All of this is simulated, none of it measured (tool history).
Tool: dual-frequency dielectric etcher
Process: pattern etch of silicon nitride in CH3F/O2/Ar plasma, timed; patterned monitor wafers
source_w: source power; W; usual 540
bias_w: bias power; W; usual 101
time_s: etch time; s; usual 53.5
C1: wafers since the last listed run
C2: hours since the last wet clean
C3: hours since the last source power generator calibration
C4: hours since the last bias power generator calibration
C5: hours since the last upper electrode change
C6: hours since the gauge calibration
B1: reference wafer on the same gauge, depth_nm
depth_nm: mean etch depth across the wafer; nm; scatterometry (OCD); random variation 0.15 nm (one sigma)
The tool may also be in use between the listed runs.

run 1 hour=0.0 | source_w=540 bias_w=101 time_s=53.5 | C1=0 C2=227.7 C3=3785.6 C4=4379.0 C5=6019.6 C6=108.6 | B1=40.00 | depth_nm=47.88
run 2 hour=12.9 | source_w=540 bias_w=101 time_s=53.5 | C1=142 C2=240.6 C3=3798.5 C4=4391.9 C5=6032.5 C6=121.5 | B1=40.01 | depth_nm=47.50
run 3 hour=24.1 | source_w=540 bias_w=101 time_s=53.5 | C1=123 C2=251.8 C3=3809.7 C4=4403.1 C5=6043.7 C6=132.7 | B1=40.03 | depth_nm=47.74
run 4 hour=31.8 | source_w=540 bias_w=101 time_s=53.5 | C1=85 C2=259.5 C3=3817.4 C4=4410.8 C5=6051.4 C6=140.4 | B1=40.00 | depth_nm=47.68
run 5 hour=48.7 | source_w=540 bias_w=101 time_s=53.5 | C1=186 C2=276.4 C3=3834.3 C4=4427.7 C5=6068.3 C6=157.3 | B1=40.03 | depth_nm=47.59
run 6 hour=55.6 | source_w=540 bias_w=101 time_s=44.0 | C1=76 C2=283.3 C3=3841.2 C4=4434.6 C5=6075.2 C6=164.2 | B1=39.99 | depth_nm=39.36
-- hour=100.7 wet clean of the chamber
run 7 hour=101.2 | source_w=540 bias_w=101 time_s=44.0 | C1=238 C2=0.5 C3=3886.8 C4=4480.2 C5=6120.8 C6=209.8 | B1=40.02 | depth_nm=39.14
-- hour=104.3 gauge calibrated
run 8 hour=107.9 | source_w=650 bias_w=117 time_s=38.5 | C1=74 C2=7.2 C3=3893.5 C4=4486.9 C5=6127.5 C6=3.6 | B1=39.99 | depth_nm=39.47
-- hour=124.2 bias power generator calibrated
-- hour=133.5 source power generator calibrated
-- hour=146.5 upper electrode replaced
run 9 hour=147.0 | source_w=650 bias_w=101 time_s=66.5 | C1=199 C2=46.3 C3=13.5 C4=22.8 C5=0.5 C6=42.7 | B1=40.02 | depth_nm=64.19
run 10 hour=147.3 | source_w=540 bias_w=101 time_s=53.5 | C1=3 C2=46.6 C3=13.8 C4=23.1 C5=0.8 C6=43.0 | B1=40.03 | depth_nm=47.62
run 11 hour=151.8 | source_w=540 bias_w=123 time_s=53.5 | C1=49 C2=51.1 C3=18.3 C4=27.6 C5=5.3 C6=47.5 | B1=40.03 | depth_nm=51.72
run 12 hour=162.9 | source_w=540 bias_w=101 time_s=53.5 | C1=122 C2=62.2 C3=29.4 C4=38.7 C5=16.4 C6=58.6 | B1=40.01 | depth_nm=47.69
run 13 hour=176.8 | source_w=470 bias_w=78 time_s=38.0 | C1=153 C2=76.1 C3=43.3 C4=52.6 C5=30.3 C6=72.5 | B1=40.00 | depth_nm=28.64
run 14 hour=190.7 | source_w=540 bias_w=101 time_s=53.5 | C1=153 C2=90.0 C3=57.2 C4=66.5 C5=44.2 C6=86.4 | B1=39.97 | depth_nm=47.47
run 15 hour=197.3 | source_w=470 bias_w=83 time_s=53.5 | C1=72 C2=96.6 C3=63.8 C4=73.1 C5=50.8 C6=93.0 | B1=39.94 | depth_nm=41.42

What the log doesn't show, run by run:
etch rate over this chamber's usual, %: 0 in every run
source power that arrives over what is set, %: 0 in every run
bias power that arrives over what is set, %: 0 in every run
gauge reads high (%): 0 in every run

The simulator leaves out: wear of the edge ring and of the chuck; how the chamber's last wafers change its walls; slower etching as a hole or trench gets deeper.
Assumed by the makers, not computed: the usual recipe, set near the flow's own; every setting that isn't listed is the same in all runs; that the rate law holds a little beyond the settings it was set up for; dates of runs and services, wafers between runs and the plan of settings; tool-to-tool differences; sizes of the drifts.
